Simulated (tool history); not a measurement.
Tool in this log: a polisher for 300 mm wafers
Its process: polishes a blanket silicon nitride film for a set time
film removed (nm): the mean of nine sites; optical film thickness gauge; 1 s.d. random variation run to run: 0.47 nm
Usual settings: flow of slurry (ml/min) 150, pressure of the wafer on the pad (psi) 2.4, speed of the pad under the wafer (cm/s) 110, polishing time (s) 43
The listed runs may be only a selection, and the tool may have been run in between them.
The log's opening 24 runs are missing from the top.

run      day  flow of slurry (ml/min)  pressure of the wafer on the pad (psi)  speed of the pad under the wafer (cm/s)  polishing time (s)  incoming thickness of the incoming film, nm  film removed (nm)
 25  102.879                      150                                     2.4                                      110                  43                                        443.2               46.3
 26  106.642                      180                                     2.4                                      142                  57                                        442.1               73.2
 27  109.804                      125                                     2.4                                      110                  43                                        448.9               43.8
 28  112.246                      150                                     1.7                                       88                  43                                        450.6               28.5
 29  116.008                      125                                     2.4                                       88                  43                                        449.8               38.3
 30  120.092                      130                                     2.4                                       82                  43                                        449.6               36.4
 31  121.729                      120                                     2.4                                      110                  43                                        449.6               40.3
 32    124.4                      110                                     2.6                                      138                  51                                        453.9               54.7

Run 33, settings as shown, results not yet in. Your forecast:
     125.483  -- slurry nozzle cleaned
 33  125.983                      150                                     2.4                                      110                  43                                        443.7                  ?

{"run 33": {"film removed (nm)": 47.4}}
Minus the tool's unlogged condition, the same run would have read film removed (nm) 48.1.
